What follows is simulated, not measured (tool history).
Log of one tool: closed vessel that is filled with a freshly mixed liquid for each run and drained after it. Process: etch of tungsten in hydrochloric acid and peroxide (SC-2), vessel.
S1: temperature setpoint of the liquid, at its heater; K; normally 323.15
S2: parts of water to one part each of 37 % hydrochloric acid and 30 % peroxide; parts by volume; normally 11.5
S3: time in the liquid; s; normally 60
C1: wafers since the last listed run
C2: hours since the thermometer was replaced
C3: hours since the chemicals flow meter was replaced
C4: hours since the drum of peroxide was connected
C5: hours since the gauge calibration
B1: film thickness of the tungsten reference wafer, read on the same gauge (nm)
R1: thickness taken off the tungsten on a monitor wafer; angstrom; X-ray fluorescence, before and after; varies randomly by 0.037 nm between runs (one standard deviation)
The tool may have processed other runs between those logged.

run 1 day=0 | S1=323.15 S2=11.5 S3=85 | C1=0 C2=948.7 C3=1156 C4=913.2 C5=159.9 | B1=120.01 | R1=141.9
run 2 day=0.708 | S1=323.15 S2=11.5 S3=60 | C1=2442 C2=965.7 C3=1173 C4=930.2 C5=176.9 | B1=120.01 | R1=100.6
run 3 day=1.696 | S1=323.15 S2=11.5 S3=60 | C1=3405 C2=989.4 C3=1196.7 C4=953.9 C5=200.6 | B1=120.01 | R1=100.3
run 4 day=3.021 | S1=323.15 S2=11.5 S3=60 | C1=4569 C2=1021.2 C3=1228.5 C4=985.7 C5=232.4 | B1=120 | R1=100.5
run 5 day=3.921 | S1=323.15 S2=11.5 S3=60 | C1=3103 C2=1042.8 C3=1250.1 C4=1007.3 C5=254 | B1=119.99 | R1=101.1
run 6 day=4.95 | S1=323.15 S2=11.5 S3=45 | C1=3549 C2=1067.5 C3=1274.8 C4=1032 C5=278.7 | B1=120 | R1=76
-- day=5.938 chemicals flow meter replaced
run 7 day=5.962 | S1=323.15 S2=11.5 S3=45 | C1=3348 C2=1091.8 C3=0.6 C4=1056.3 C5=303 | B1=120 | R1=69.4
-- day=6.696 new drum of peroxide connected
run 8 day=6.708 | S1=317.65 S2=11.5 S3=60 | C1=2428 C2=1109.7 C3=18.5 C4=0.3 C5=320.9 | B1=120.01 | R1=63.8
run 9 day=7.742 | S1=315.15 S2=14 S3=60 | C1=3563 C2=1134.5 C3=43.3 C4=25.1 C5=345.7 | B1=120.02 | R1=45
-- day=8.054 gauge calibrated
run 10 day=8.271 | S1=323.15 S2=11.5 S3=40 | C1=1824 C2=1147.2 C3=56 C4=37.8 C5=5.2 | B1=119.98 | R1=62
run 11 day=9.354 | S1=319.65 S2=6 S3=80 | C1=3736 C2=1173.2 C3=82 C4=63.8 C5=31.2 | B1=120.02 | R1=165.6
-- day=10.533 thermometer replaced
run 12 day=10.554 | S1=323.15 S2=16.5 S3=60 | C1=3994 C2=0.5 C3=110.8 C4=92.6 C5=60 | B1=120 | R1=68.1
run 13 day=11.367 | S1=323.15 S2=11.5 S3=60 | C1=2802 C2=20 C3=130.3 C4=112.1 C5=79.5 | B1=120.01 | R1=92.8
run 14 day=12.646 | S1=323.15 S2=11.5 S3=45 | C1=4411 C2=50.7 C3=161 C4=142.8 C5=110.2 | B1=119.99 | R1=69.5

What does the tool deliver on the next run?
run 15 day=13.212 | S1=329.15 S2=11.5 S3=60 | C1=1954 C2=64.3 C3=174.6 C4=156.4 C5=123.8 | B1=? | R1=?

Run 15 came out at B1 119.98, R1 138 angstrom.
With no hidden state in the tool, this same run would have given R1 134.1 angstrom.
